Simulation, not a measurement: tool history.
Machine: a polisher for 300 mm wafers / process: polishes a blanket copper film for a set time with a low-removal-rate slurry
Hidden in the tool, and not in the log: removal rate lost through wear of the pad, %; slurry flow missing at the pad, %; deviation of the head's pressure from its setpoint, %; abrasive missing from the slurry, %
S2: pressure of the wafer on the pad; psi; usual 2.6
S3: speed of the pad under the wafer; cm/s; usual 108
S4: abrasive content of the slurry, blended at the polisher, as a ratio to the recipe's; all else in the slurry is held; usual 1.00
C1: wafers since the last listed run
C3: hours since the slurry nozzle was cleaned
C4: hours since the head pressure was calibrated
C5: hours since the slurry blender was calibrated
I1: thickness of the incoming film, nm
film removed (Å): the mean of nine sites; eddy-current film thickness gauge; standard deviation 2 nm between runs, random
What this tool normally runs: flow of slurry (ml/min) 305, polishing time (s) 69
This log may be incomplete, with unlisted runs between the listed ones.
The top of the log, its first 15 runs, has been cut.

{"hour": 355.3, "done": "head pressure recalibrated"}
{"hour": 363.1, "done": "slurry blender recalibrated, repeated, since the last time left the tool worse"}
{"run": 16, "hour": 366.1, "flow of slurry (ml/min)": 265, "S2": 2.2, "S3": 108, "S4": 1.0, "polishing time (s)": 69, "C1": 516, "wafers polished on this pad": 1012, "C3": 122.3, "C4": 10.8, "C5": 3.0, "I1": 1211.5, "film removed (Å)": 1341}
{"run": 17, "hour": 392.7, "flow of slurry (ml/min)": 305, "S2": 2.6, "S3": 108, "S4": 1.0, "polishing time (s)": 69, "C1": 347, "wafers polished on this pad": 1360, "C3": 148.9, "C4": 37.4, "C5": 29.6, "I1": 1190.8, "film removed (Å)": 1590}
{"run": 18, "hour": 407.7, "flow of slurry (ml/min)": 305, "S2": 2.3, "S3": 132, "S4": 1.0, "polishing time (s)": 85, "C1": 196, "wafers polished on this pad": 1556, "C3": 163.9, "C4": 52.4, "C5": 44.6, "I1": 1220.8, "film removed (Å)": 2100}
{"hour": 411.9, "done": "worn pad replaced by a new one"}
{"run": 19, "hour": 438.4, "flow of slurry (ml/min)": 305, "S2": 1.9, "S3": 108, "S4": 1.0, "polishing time (s)": 69, "C1": 348, "wafers polished on this pad": 346, "C3": 194.6, "C4": 83.1, "C5": 75.3, "I1": 1196.2, "film removed (Å)": 1166}
{"run": 20, "hour": 452.9, "flow of slurry (ml/min)": 305, "S2": 2.6, "S3": 108, "S4": 1.0, "polishing time (s)": 69, "C1": 189, "wafers polished on this pad": 536, "C3": 209.1, "C4": 97.6, "C5": 89.8, "I1": 1192.3, "film removed (Å)": 1607}
{"run": 21, "hour": 479.2, "flow of slurry (ml/min)": 305, "S2": 2.6, "S3": 84, "S4": 1.0, "polishing time (s)": 69, "C1": 343, "wafers polished on this pad": 879, "C3": 235.4, "C4": 123.9, "C5": 116.1, "I1": 1193.0, "film removed (Å)": 1264}
{"hour": 498.5, "done": "slurry nozzle cleaned"}
{"run": 22, "hour": 507.6, "flow of slurry (ml/min)": 305, "S2": 2.3, "S3": 94, "S4": 1.0, "polishing time (s)": 54, "C1": 358, "wafers polished on this pad": 1237, "C3": 9.1, "C4": 152.3, "C5": 144.5, "I1": 1204.5, "film removed (Å)": 968}
{"hour": 537.4, "done": "worn pad replaced by a new one"}
{"run": 23, "hour": 543.2, "flow of slurry (ml/min)": 305, "S2": 1.9, "S3": 108, "S4": 0.8, "polishing time (s)": 51, "C1": 412, "wafers polished on this pad": 75, "C3": 44.7, "C4": 187.9, "C5": 180.1, "I1": 1218.3, "film removed (Å)": 824}
{"run": 24, "hour": 559.4, "flow of slurry (ml/min)": 305, "S2": 3.5, "S3": 108, "S4": 0.85, "polishing time (s)": 69, "C1": 211, "wafers polished on this pad": 287, "C3": 60.9, "C4": 204.1, "C5": 196.3, "I1": 1181.8, "film removed (Å)": 2069}
{"run": 25, "hour": 579.1, "flow of slurry (ml/min)": 305, "S2": 1.8, "S3": 108, "S4": 1.0, "polishing time (s)": 81, "C1": 257, "wafers polished on this pad": 544, "C3": 80.6, "C4": 223.8, "C5": 216.0, "I1": 1196.2, "film removed (Å)": 1301}
{"hour": 608.0, "done": "slurry blender recalibrated"}
{"run": 26, "hour": 613.4, "flow of slurry (ml/min)": 255, "S2": 3.3, "S3": 108, "S4": 1.0, "polishing time (s)": 83, "C1": 422, "wafers polished on this pad": 966, "C3": 114.9, "C4": 258.1, "C5": 5.4, "I1": 1187.5, "film removed (Å)": 2393}
{"run": 27, "hour": 633.0, "flow of slurry (ml/min)": 305, "S2": 2.6, "S3": 108, "S4": 1.0, "polishing time (s)": 69, "C1": 256, "wafers polished on this pad": 1223, "C3": 134.5, "C4": 277.7, "C5": 25.0, "I1": 1208.2, "film removed (Å)": 1574}
{"run": 28, "hour": 666.0, "flow of slurry (ml/min)": 305, "S2": 2.6, "S3": 108, "S4": 1.0, "polishing time (s)": 69, "C1": 431, "wafers polished on this pad": 1654, "C3": 167.5, "C4": 310.7, "C5": 58.0, "I1": 1208.1, "film removed (Å)": 1600}
{"hour": 687.3, "done": "worn pad replaced by a new one"}
{"run": 29, "hour": 689.2, "flow of slurry (ml/min)": 305, "S2": 2.3, "S3": 108, "S4": 1.0, "polishing time (s)": 69, "C1": 250, "wafers polished on this pad": 24, "C3": 190.7, "C4": 333.9, "C5": 81.2, "I1": 1199.0, "film removed (Å)": 1423}
{"run": 30, "hour": 708.2, "flow of slurry (ml/min)": 255, "S2": 1.8, "S3": 108, "S4": 1.3, "polishing time (s)": 69, "C1": 248, "wafers polished on this pad": 272, "C3": 209.7, "C4": 352.9, "C5": 100.2, "I1": 1220.5, "film removed (Å)": 1148}

Here are 4 independent what-if runs from the current tool condition. What would each one return?
{"run": "A", "hour": 708.6, "flow of slurry (ml/min)": 305, "S2": 2.6, "S3": 88, "S4": 1.0, "polishing time (s)": 69, "C1": 5, "wafers polished on this pad": 277, "C3": 210.1, "C4": 353.3, "C5": 100.6, "I1": 1191.9, "film removed (Å)": "?"}
{"run": "B", "hour": 708.6, "flow of slurry (ml/min)": 220, "S2": 2.6, "S3": 108, "S4": 1.0, "polishing time (s)": 69, "C1": 5, "wafers polished on this pad": 277, "C3": 210.1, "C4": 353.3, "C5": 100.6, "I1": 1191.9, "film removed (Å)": "?"}
{"run": "C", "hour": 708.6, "flow of slurry (ml/min)": 305, "S2": 2.6, "S3": 90, "S4": 1.0, "polishing time (s)": 69, "C1": 5, "wafers polished on this pad": 277, "C3": 210.1, "C4": 353.3, "C5": 100.6, "I1": 1191.9, "film removed (Å)": "?"}
{"run": "D", "hour": 708.6, "flow of slurry (ml/min)": 305, "S2": 2.0, "S3": 108, "S4": 1.0, "polishing time (s)": 69, "C1": 5, "wafers polished on this pad": 277, "C3": 210.1, "C4": 353.3, "C5": 100.6, "I1": 1191.9, "film removed (Å)": "?"}

run=A film_removed_(Å)=1318
run=B film_removed_(Å)=1543
run=C film_removed_(Å)=1346
run=D film_removed_(Å)=1225
Had the tool no hidden state, the same runs would have come out as:
run=A film_removed_(Å)=1351
run=B film_removed_(Å)=1581
run=C film_removed_(Å)=1379
run=D film_removed_(Å)=1255
